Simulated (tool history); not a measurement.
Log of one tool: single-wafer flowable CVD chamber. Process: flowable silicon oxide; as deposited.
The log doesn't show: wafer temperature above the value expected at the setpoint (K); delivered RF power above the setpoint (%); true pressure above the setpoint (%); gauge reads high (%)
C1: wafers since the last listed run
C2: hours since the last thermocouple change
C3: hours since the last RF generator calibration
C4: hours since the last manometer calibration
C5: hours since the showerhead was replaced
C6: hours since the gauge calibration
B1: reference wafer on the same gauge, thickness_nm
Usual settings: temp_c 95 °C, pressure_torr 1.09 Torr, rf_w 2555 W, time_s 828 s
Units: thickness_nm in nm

run 1 hour=0.0 | temp_c=95 pressure_torr=1.09 rf_w=2555 time_s=828 | C1=0 C2=1109.1 C3=1561.8 C4=1862.4 C5=2833.0 C6=153.0 | B1=970.128 | thickness_nm=956.257
run 2 hour=6.2 | temp_c=95 pressure_torr=1.09 rf_w=2555 time_s=828 | C1=16 C2=1115.3 C3=1568.0 C4=1868.6 C5=2839.2 C6=159.2 | B1=970.000 | thickness_nm=953.718
run 3 hour=19.2 | temp_c=95 pressure_torr=1.09 rf_w=2555 time_s=709 | C1=35 C2=1128.3 C3=1581.0 C4=1881.6 C5=2852.2 C6=172.2 | B1=970.040 | thickness_nm=821.230
run 4 hour=49.4 | temp_c=95 pressure_torr=1.09 rf_w=2555 time_s=709 | C1=82 C2=1158.5 C3=1611.2 C4=1911.8 C5=2882.4 C6=202.4 | B1=969.961 | thickness_nm=817.584
run 5 hour=65.6 | temp_c=95 pressure_torr=1.09 rf_w=2555 time_s=709 | C1=44 C2=1174.7 C3=1627.4 C4=1928.0 C5=2898.6 C6=218.6 | B1=970.051 | thickness_nm=816.837
run 6 hour=82.8 | temp_c=95 pressure_torr=1.09 rf_w=2555 time_s=828 | C1=46 C2=1191.9 C3=1644.6 C4=1945.2 C5=2915.8 C6=235.8 | B1=970.063 | thickness_nm=956.596
-- hour=100.5 thermocouple changed; heater temperature recalibrated
run 7 hour=127.0 | temp_c=95 pressure_torr=1.00 rf_w=2555 time_s=828 | C1=98 C2=26.5 C3=1688.8 C4=1989.4 C5=2960.0 C6=280.0 | B1=969.855 | thickness_nm=876.545
-- hour=138.6 capacitance manometer re-zeroed and calibrated
run 8 hour=144.0 | temp_c=95 pressure_torr=1.00 rf_w=2555 time_s=828 | C1=24 C2=43.5 C3=1705.8 C4=5.4 C5=2977.0 C6=297.0 | B1=969.846 | thickness_nm=917.499
run 9 hour=151.4 | temp_c=95 pressure_torr=1.09 rf_w=2555 time_s=828 | C1=20 C2=50.9 C3=1713.2 C4=12.8 C5=2984.4 C6=304.4 | B1=970.004 | thickness_nm=1006.341
-- hour=163.1 showerhead replaced
run 10 hour=163.6 | temp_c=95 pressure_torr=1.09 rf_w=2555 time_s=828 | C1=11 C2=63.1 C3=1725.4 C4=25.0 C5=0.5 C6=316.6 | B1=970.241 | thickness_nm=1002.830
-- hour=176.3 capacitance manometer re-zeroed and calibrated, repeated, since the last time left the tool worse
run 11 hour=176.8 | temp_c=95 pressure_torr=1.33 rf_w=2555 time_s=871 | C1=14 C2=76.3 C3=1738.6 C4=0.5 C5=13.7 C6=329.8 | B1=970.206 | thickness_nm=1172.710
run 12 hour=181.9 | temp_c=95 pressure_torr=1.16 rf_w=2555 time_s=941 | C1=13 C2=81.4 C3=1743.7 C4=5.6 C5=18.8 C6=334.9 | B1=970.473 | thickness_nm=1107.252
run 13 hour=193.9 | temp_c=83 pressure_torr=0.95 rf_w=2280 time_s=755 | C1=32 C2=93.4 C3=1755.7 C4=17.6 C5=30.8 C6=346.9 | B1=970.062 | thickness_nm=1008.549
run 14 hour=201.4 | temp_c=95 pressure_torr=1.09 rf_w=2555 time_s=767 | C1=20 C2=100.9 C3=1763.2 C4=25.1 C5=38.3 C6=354.4 | B1=969.692 | thickness_nm=848.787
run 15 hour=211.7 | temp_c=95 pressure_torr=1.02 rf_w=2555 time_s=828 | C1=28 C2=111.2 C3=1773.5 C4=35.4 C5=48.6 C6=364.7 | B1=969.719 | thickness_nm=862.127
-- hour=226.6 gauge calibrated
run 16 hour=227.0 | temp_c=95 pressure_torr=1.09 rf_w=2555 time_s=828 | C1=41 C2=126.5 C3=1788.8 C4=50.7 C5=63.9 C6=0.4 | B1=969.801 | thickness_nm=921.441
run 17 hour=235.1 | temp_c=95 pressure_torr=0.84 rf_w=2730 time_s=665 | C1=22 C2=134.6 C3=1796.9 C4=58.8 C5=72.0 C6=8.5 | B1=969.978 | thickness_nm=566.461
-- hour=244.5 RF generator calibrated
run 18 hour=279.2 | temp_c=95 pressure_torr=1.09 rf_w=2555 time_s=828 | C1=98 C2=178.7 C3=34.7 C4=102.9 C5=116.1 C6=52.6 | B1=970.183 | thickness_nm=925.732
run 19 hour=285.6 | temp_c=95 pressure_torr=1.30 rf_w=2555 time_s=828 | C1=17 C2=185.1 C3=41.1 C4=109.3 C5=122.5 C6=59.0 | B1=969.765 | thickness_nm=1100.029
run 20 hour=293.5 | temp_c=84 pressure_torr=0.85 rf_w=2555 time_s=668 | C1=21 C2=193.0 C3=49.0 C4=117.2 C5=130.4 C6=66.9 | B1=969.510 | thickness_nm=787.252
run 21 hour=308.6 | temp_c=101 pressure_torr=0.88 rf_w=2415 time_s=828 | C1=41 C2=208.1 C3=64.1 C4=132.3 C5=145.5 C6=82.0 | B1=969.785 | thickness_nm=612.593

Forecast each of these 5 alternatives for the next run:
run A hour=309.2 | temp_c=107 pressure_torr=1.09 rf_w=2555 time_s=828 | C1=1 C2=208.7 C3=64.7 C4=132.9 C5=146.1 C6=82.6 | B1=? | thickness_nm=?
run B hour=309.2 | temp_c=95 pressure_torr=1.09 rf_w=2085 time_s=686 | C1=1 C2=208.7 C3=64.7 C4=132.9 C5=146.1 C6=82.6 | B1=? | thickness_nm=?
run C hour=309.2 | temp_c=100 pressure_torr=1.35 rf_w=2555 time_s=756 | C1=1 C2=208.7 C3=64.7 C4=132.9 C5=146.1 C6=82.6 | B1=? | thickness_nm=?
run D hour=309.2 | temp_c=110 pressure_torr=0.86 rf_w=2100 time_s=943 | C1=1 C2=208.7 C3=64.7 C4=132.9 C5=146.1 C6=82.6 | B1=? | thickness_nm=?
run E hour=309.2 | temp_c=85 pressure_torr=1.09 rf_w=2555 time_s=828 | C1=1 C2=208.7 C3=64.7 C4=132.9 C5=146.1 C6=82.6 | B1=? | thickness_nm=?

run=A B1=969.881 thickness_nm=641.182
run=B B1=969.881 thickness_nm=744.460
run=C B1=969.881 thickness_nm=894.371
run=D B1=969.881 thickness_nm=506.688
run=E B1=969.881 thickness_nm=1233.789
Without the tool's hidden state the same runs would have given:
run=A thickness_nm=630.091
run=B thickness_nm=731.583
run=C thickness_nm=880.958
run=D thickness_nm=497.109
run=E thickness_nm=1212.449
